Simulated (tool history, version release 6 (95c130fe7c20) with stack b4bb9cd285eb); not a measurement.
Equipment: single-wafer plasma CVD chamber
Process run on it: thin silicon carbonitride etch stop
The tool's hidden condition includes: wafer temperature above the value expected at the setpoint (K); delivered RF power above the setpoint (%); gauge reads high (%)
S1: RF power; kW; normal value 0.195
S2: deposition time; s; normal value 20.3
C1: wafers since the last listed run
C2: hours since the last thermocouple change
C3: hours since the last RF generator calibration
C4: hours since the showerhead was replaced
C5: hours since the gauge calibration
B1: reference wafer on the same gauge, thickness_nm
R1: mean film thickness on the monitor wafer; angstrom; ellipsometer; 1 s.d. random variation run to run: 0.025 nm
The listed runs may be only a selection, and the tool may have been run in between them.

run	hour	S1	S2	C1	C2	C3	C4	C5	B1	R1
1	0	0.195	20.3	0	544.8	296	4925.8	1168	11.017	104.62
2	229.1	0.215	18.3	6946	773.9	525.1	5154.9	1397.1	11.018	96.5
3	329.3	0.215	18.3	3038	874.1	625.3	5255.1	1497.3	11.004	96.75
4	370.5	0.195	20.3	1249	915.3	666.5	5296.3	1538.5	11.008	104.8
5	410.6	0.215	17.5	1215	955.4	706.6	5336.4	1578.6	10.995	92.15
6	511	0.215	17.5	3044	1055.8	807	5436.8	1679	10.997	92.17
7	568.6	0.195	20.3	1746	1113.4	864.6	5494.4	1736.6	10.996	104.38
8	667.9	0.195	20.3	3010	1212.7	963.9	5593.7	1835.9	10.987	104.27
9	711	0.195	22.1	1306	1255.8	1007	5636.8	1879	10.979	113.7
10	795.8	0.195	20.3	2571	1340.6	1091.8	5721.6	1963.8	10.97	104.7
# hour 885.2: showerhead replaced
11	899.6	0.195	20.3	2904	1444.4	1195.6	14.4	2067.6	10.972	104.56
12	960.6	0.195	20.3	1849	1505.4	1256.6	75.4	2128.6	10.971	104.41
13	1192.5	0.195	20.3	7031	1737.3	1488.5	307.3	2360.5	10.971	104.67
14	1232.4	0.195	17.9	1209	1777.2	1528.4	347.2	2400.4	10.956	92.16
# hour 1283.7: thermocouple changed; heater temperature recalibrated
15	1284.2	0.21	20.3	1328	0.5	1580.2	399	2452.2	10.95	106.29
# hour 1318.2: RF generator calibrated
16	1351.9	0.21	20.3	1810	68.2	33.7	466.7	2519.9	10.943	106.37
17	1402.4	0.23	16.6	1531	118.7	84.2	517.2	2570.4	10.953	89.2
18	1440.8	0.18	23.7	1164	157.1	122.6	555.6	2608.8	10.951	119.53
19	1531.4	0.22	22	2747	247.7	213.2	646.2	2699.4	10.944	116.37
20	1625.1	0.235	21.8	2841	341.4	306.9	739.9	2793.1	10.955	117.48
21	1679.7	0.225	21.7	1655	396	361.5	794.5	2847.7	10.954	115.8
22	1747.2	0.195	20.3	2046	463.5	429	862	2915.2	10.966	104.01
23	1789.8	0.17	18	1291	506.1	471.6	904.6	2957.8	10.933	89.34
# hour 1810: gauge calibrated
24	1858.2	0.195	20.3	2073	574.5	540	973	48.2	11.218	106.84
25	1904.2	0.195	20.3	1394	620.5	586	1019	94.2	11.212	106.71
26	1944	0.165	24.2	1206	660.3	625.8	1058.8	134	11.189	121.84
27	2012.3	0.21	16.8	2070	728.6	694.1	1127.1	202.3	11.189	89.48
28	2113.9	0.195	18.8	3080	830.2	795.7	1228.7	303.9	11.149	98.56
29	2203.6	0.21	17.3	2719	919.9	885.4	1318.4	393.6	11.141	91.86
30	2244.1	0.195	23.5	1228	960.4	925.9	1358.9	434.1	11.137	122.97
31	2325	0.16	22.2	2452	1041.3	1006.8	1439.8	515	11.111	110.36
32	2389.4	0.195	20.3	1952	1105.7	1071.2	1504.2	579.4	11.101	105.64
33	2489.6	0.16	23	3038	1205.9	1171.4	1604.4	679.6	11.088	113.8
34	2584.5	0.195	20.3	2877	1300.8	1266.3	1699.3	774.5	11.064	105.11
35	2669.3	0.195	20.3	2571	1385.6	1351.1	1784.1	859.3	11.074	105.59
36	2725.4	0.165	22.9	1701	1441.7	1407.2	1840.2	915.4	11.055	113.9

Some steps in R1, run to run, broken into two amounts with sign: the step expected even without the hidden condition (settings, incoming material, random variation), and the rest, left for the hidden condition together with whatever gauge scatter is not in both the measured and the hidden-condition-free result:
Run 16 -> 17: S1 0.21 -> 0.23, S2 20.3 -> 16.6. R1 -17.17 angstrom: hidden state +0.37, all else -17.54.
Run 17 -> 18: S1 0.23 -> 0.18, S2 16.6 -> 23.7. R1 +30.33 angstrom: hidden state -0.69, all else +31.02.
Run 23 -> 24: S1 0.17 -> 0.195, S2 18 -> 20.3, gauge calibrated. R1 +17.5 angstrom: hidden state +2.23, all else +15.27.
Run 26 -> 27: S1 0.165 -> 0.21, S2 24.2 -> 16.8. R1 -32.36 angstrom: hidden state -0.13, all else -32.23.
Run 29 -> 30: S1 0.21 -> 0.195, S2 17.3 -> 23.5. R1 +31.11 angstrom: hidden state -0.27, all else +31.38.

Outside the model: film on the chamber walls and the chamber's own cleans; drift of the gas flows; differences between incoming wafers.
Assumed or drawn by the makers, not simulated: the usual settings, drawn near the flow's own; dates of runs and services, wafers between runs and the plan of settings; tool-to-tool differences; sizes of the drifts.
